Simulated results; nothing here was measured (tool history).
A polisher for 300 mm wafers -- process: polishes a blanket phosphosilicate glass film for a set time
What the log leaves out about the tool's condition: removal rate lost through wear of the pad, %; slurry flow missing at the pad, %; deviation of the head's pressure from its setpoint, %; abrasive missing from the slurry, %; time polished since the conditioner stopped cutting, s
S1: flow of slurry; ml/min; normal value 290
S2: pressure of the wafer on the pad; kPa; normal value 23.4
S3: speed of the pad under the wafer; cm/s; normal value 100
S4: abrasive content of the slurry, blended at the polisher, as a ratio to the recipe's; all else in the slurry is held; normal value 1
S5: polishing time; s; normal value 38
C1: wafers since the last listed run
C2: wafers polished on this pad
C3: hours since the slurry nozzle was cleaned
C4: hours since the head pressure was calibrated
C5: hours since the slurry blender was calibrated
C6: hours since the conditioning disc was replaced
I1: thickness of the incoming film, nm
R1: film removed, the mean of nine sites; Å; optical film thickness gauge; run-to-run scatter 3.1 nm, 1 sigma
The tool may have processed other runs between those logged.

run 1 day=0 | S1=290 S2=23.4 S3=100 S4=1 S5=38 | C1=0 C2=598 C3=508.2 C4=1176.2 C5=195.6 C6=97.8 | I1=4138.8 | R1=3142
run 2 day=0.475 | S1=290 S2=23.4 S3=100 S4=1 S5=38 | C1=124 C2=722 C3=519.6 C4=1187.6 C5=207 C6=109.2 | I1=4096.8 | R1=3149
run 3 day=0.912 | S1=290 S2=23.4 S3=100 S4=1 S5=38 | C1=114 C2=837 C3=530.1 C4=1198.1 C5=217.5 C6=119.7 | I1=4117.6 | R1=3157
-- day=1.4 worn pad replaced by a new one
run 4 day=1.421 | S1=290 S2=23.4 S3=100 S4=1 S5=29 | C1=89 C2=5 C3=542.3 C4=1210.3 C5=229.7 C6=131.9 | I1=4105.4 | R1=2408
run 5 day=1.992 | S1=290 S2=23.4 S3=100 S4=1 S5=29 | C1=149 C2=155 C3=556 C4=1224 C5=243.4 C6=145.6 | I1=4160.3 | R1=2367
run 6 day=2.542 | S1=290 S2=23.4 S3=100 S4=1 S5=29 | C1=144 C2=299 C3=569.2 C4=1237.2 C5=256.6 C6=158.8 | I1=4144.9 | R1=2405
run 7 day=3.221 | S1=290 S2=23.4 S3=100 S4=1 S5=38 | C1=178 C2=477 C3=585.5 C4=1253.5 C5=272.9 C6=175.1 | I1=4083.7 | R1=3093
run 8 day=3.746 | S1=290 S2=23.4 S3=134 S4=1 S5=38 | C1=137 C2=615 C3=598.1 C4=1266.1 C5=285.5 C6=187.7 | I1=4132.8 | R1=3886
-- day=3.925 head pressure recalibrated
-- day=4.058 slurry blender recalibrated
run 9 day=4.404 | S1=290 S2=23.4 S3=100 S4=0.8 S5=38 | C1=129 C2=744 C3=613.9 C4=11.5 C5=8.3 C6=203.5 | I1=4165.4 | R1=3188
-- day=4.758 slurry nozzle cleaned
-- day=4.821 worn pad replaced by a new one
run 10 day=4.842 | S1=370 S2=23.4 S3=100 S4=1 S5=31 | C1=88 C2=5 C3=2 C4=22 C5=18.8 C6=214 | I1=4024.8 | R1=2896
-- day=5.075 conditioning disc replaced and pad reconditioned
run 11 day=5.346 | S1=290 S2=15.9 S3=122 S4=1 S5=38 | C1=110 C2=116 C3=14.1 C4=34.1 C5=30.9 C6=6.5 | I1=4107.2 | R1=2695
run 12 day=6.067 | S1=205 S2=23.4 S3=78 S4=1.1 S5=38 | C1=189 C2=305 C3=31.4 C4=51.4 C5=48.2 C6=23.8 | I1=4116.8 | R1=2750
run 13 day=6.692 | S1=290 S2=23.4 S3=100 S4=1 S5=30 | C1=164 C2=469 C3=46.4 C4=66.4 C5=63.2 C6=38.8 | I1=4119.2 | R1=2636
run 14 day=6.971 | S1=290 S2=23.4 S3=100 S4=1 S5=38 | C1=73 C2=542 C3=53.1 C4=73.1 C5=69.9 C6=45.5 | I1=4112.9 | R1=3367

Alternative continuations, all from the tool just after run 14; predict every row:
run A day=6.988 | S1=290 S2=23.4 S3=100 S4=1 S5=38 | C1=4 C2=546 C3=53.5 C4=73.5 C5=70.3 C6=45.9 | I1=4119.3 | R1=?
run B day=6.988 | S1=290 S2=29.6 S3=100 S4=1 S5=38 | C1=4 C2=546 C3=53.5 C4=73.5 C5=70.3 C6=45.9 | I1=4119.3 | R1=?
run C day=6.988 | S1=235 S2=23.4 S3=134 S4=1 S5=49 | C1=4 C2=546 C3=53.5 C4=73.5 C5=70.3 C6=45.9 | I1=4119.3 | R1=?
run D day=6.988 | S1=290 S2=29 S3=100 S4=1.15 S5=38 | C1=4 C2=546 C3=53.5 C4=73.5 C5=70.3 C6=45.9 | I1=4119.3 | R1=?
run E day=6.988 | S1=200 S2=28.3 S3=100 S4=1 S5=44 | C1=4 C2=546 C3=53.5 C4=73.5 C5=70.3 C6=45.9 | I1=4119.3 | R1=?

run=A R1=3398
run=B R1=4298
run=C R1=5442
run=D R1=4383
run=E R1=4594
With the hidden condition removed and each run's random variation left untouched, the same runs would have given:
run=A R1=3522
run=B R1=4454
run=C R1=5640
run=D R1=4534
run=E R1=4761
